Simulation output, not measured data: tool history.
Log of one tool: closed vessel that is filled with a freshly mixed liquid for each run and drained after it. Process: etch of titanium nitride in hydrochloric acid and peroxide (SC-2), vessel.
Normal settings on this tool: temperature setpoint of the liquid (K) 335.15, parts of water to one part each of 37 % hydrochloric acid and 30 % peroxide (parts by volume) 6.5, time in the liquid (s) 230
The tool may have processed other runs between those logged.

run    hour  temperature setpoint of the liquid (K)  parts of water to one part each of 37 % hydrochloric acid and 30 % peroxide (parts by volume)  time in the liquid (s)  read-back film thickness of the titanium nitride reference wafer, read on the same gauge (nm)  thickness taken off the titanium nitride on a monitor wafer (angstrom)
  1     0.0                                  335.15                                                                                            7.5                     300                                                                                         120.03                                                                   138.6
  2    38.0                                  335.15                                                                                            7.5                     300                                                                                         120.02                                                                   137.7
  3    98.5                                  331.15                                                                                            6.5                     230                                                                                         119.97                                                                    92.4
  4   191.8                                  331.15                                                                                            6.5                     230                                                                                         120.02                                                                    93.4
  5   247.7                                  331.15                                                                                            6.5                     230                                                                                         119.99                                                                    93.7
  6   322.4                                  335.15                                                                                            7.5                     230                                                                                         120.04                                                                   108.1
  7   417.5                                  335.15                                                                                            6.5                     230                                                                                         120.05                                                                   120.6
  8   494.7                                  335.15                                                                                            6.5                     230                                                                                         120.05                                                                   120.4
      537.0  -- chemicals flow meter replaced
  9   548.3                                  335.15                                                                                            6.5                     230                                                                                         120.02                                                                   121.9
 10   599.2                                  335.15                                                                                            6.5                     230                                                                                         119.93                                                                   118.7
 11   649.7                                  335.15                                                                                            8.5                     230                                                                                         120.01                                                                    95.4
      668.4  -- new drum of peroxide connected
      680.9  -- gauge calibrated
      709.8  -- thermometer replaced
 12   721.2                                  335.15                                                                                            9.0                     230                                                                                         120.00                                                                    92.9
 13   809.2                                  342.15                                                                                            6.5                     110                                                                                         120.03                                                                    86.2
 14   909.9                                  331.15                                                                                            6.5                     230                                                                                         120.00                                                                    93.8
 15  1010.5                                  335.15                                                                                            7.5                     275                                                                                         120.01                                                                   127.4
     1058.7  -- chemicals flow meter replaced
 16  1115.4                                  338.15                                                                                            6.5                     230                                                                                         120.03                                                                   145.5
 17  1188.2                                  327.65                                                                                            8.0                     105                                                                                         119.97                                                                    29.3
 18  1266.2                                  335.15                                                                                            6.5                     230                                                                                         119.99                                                                   117.9
 19  1344.8                                  345.15                                                                                            8.0                     230                                                                                         119.97                                                                   185.6
 20  1388.7                                  335.15                                                                                            6.5                     230                                                                                         120.06                                                                   119.2

What if the next run were any one of these 4? Each begins from the tool's condition after run 20:
  A  1389.4                                  335.15                                                                                            6.5                     230                                                                                              ?                                                                       ?
  B  1389.4                                  326.65                                                                                            4.0                     300                                                                                              ?                                                                       ?
  C  1389.4                                  335.15                                                                                            8.0                     195                                                                                              ?                                                                       ?
  D  1389.4                                  325.15                                                                                            6.5                     230                                                                                              ?                                                                       ?

run  read-back film thickness of the titanium nitride reference wafer, read on the same gauge (nm)  thickness taken off the titanium nitride on a monitor wafer (angstrom)
  A                                                                                         120.00                                                                   120.9
  B                                                                                         120.00                                                                   130.1
  C                                                                                         120.00                                                                    87.1
  D                                                                                         120.00                                                                    63.8
Stripped of hidden state, with their random variation kept, the same runs would have yielded:
run  thickness taken off the titanium nitride on a monitor wafer (angstrom)
  A                                                                   120.9
  B                                                                   130.1
  C                                                                    87.1
  D                                                                    63.8
